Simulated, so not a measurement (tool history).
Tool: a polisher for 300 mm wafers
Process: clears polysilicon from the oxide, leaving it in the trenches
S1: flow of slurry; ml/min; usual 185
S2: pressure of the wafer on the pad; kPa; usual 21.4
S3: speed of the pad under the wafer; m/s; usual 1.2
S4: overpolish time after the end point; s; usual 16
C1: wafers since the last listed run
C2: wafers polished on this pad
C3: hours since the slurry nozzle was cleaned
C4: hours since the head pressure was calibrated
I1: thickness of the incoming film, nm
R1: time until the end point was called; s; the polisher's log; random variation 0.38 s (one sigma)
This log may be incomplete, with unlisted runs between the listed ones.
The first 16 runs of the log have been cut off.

run     day   S1    S2    S3  S4    C1    C2     C3      C4     I1    R1
 17  45.108  160  21.4   1.1  23  2016  5784  170.9  1473.6  693.3  43.1
     45.679  -- head pressure recalibrated
 18  47.129  130  19.3   1.2   8   717  6501  219.4    34.8  690.4  41.7
     47.925  -- worn pad replaced by a new one
 19  48.192  185  21.4  0.86  16   331    99  244.9    60.3    698  45.4
 20  50.771  240  24.8  0.96  25   954  1053  306.8   122.2  693.8  37.2
 21  52.479  225  25.5  1.58  12   632  1685  347.8   163.2  703.8  27.4
 22  53.929  185  17.9   1.2  16   536  2222  382.6     198  694.9  42.1
 23  55.146  230  26.9  1.36  13   450  2672  411.8   227.2    696  29.3
 24  57.429  150  21.4   1.2  16   845  3517  466.6     282  705.9  39.5
 25  58.879  185  27.6  1.56  22   536  4054  501.4   316.8  709.3  27.1
     60.179  -- slurry nozzle cleaned
 26    60.2  135  17.9  1.34   8   473  4527    0.5   348.5  706.6  41.6
 27  61.229  185  27.6  1.56  22   380  4908   25.2   373.2  695.8  26.6
 28  62.358  185  21.4   1.2  16   417  5326   52.3   400.3  700.5  39.1
 29   63.85  145  17.2   1.2  11   552  5878   88.1   436.1  698.3    45
       64.1  -- worn pad replaced by a new one
 30  65.575  205  21.4   1.2  13   576   546  129.5   477.5    694  38.1
 31  67.429  185  21.4  1.46  16   686  1232    174     522  702.6  33.9
 32  70.042  185  21.4   1.2  16   966  2199  236.7   584.7  702.8  39.2
 33    71.7  200  24.1  1.44  10   613  2813  276.5   624.5  697.3  31.7
 34  74.592  185  23.4   1.2  16  1070  3883  345.9   693.9  703.9  36.3
 35  76.171  185  21.4  1.34  16   584  4467  383.8   731.8    699  35.7

3 options for the next run, each taken on its own from the tool as it stands now. Forecast them:
  A  76.188  185  21.4  1.2  16   6  4473  384.2  732.2  698.4   ?
  B  76.188  155  21.4  1.2   7   6  4473  384.2  732.2  698.4   ?
  C  76.188  185    29  1.2  16   6  4473  384.2  732.2  698.4   ?

run    R1
  A  38.6
  B  39.3
  C  31.2
What these runs would have given with no unlogged condition in the tool:
run    R1
  A  37.2
  B  37.9
  C  30.1
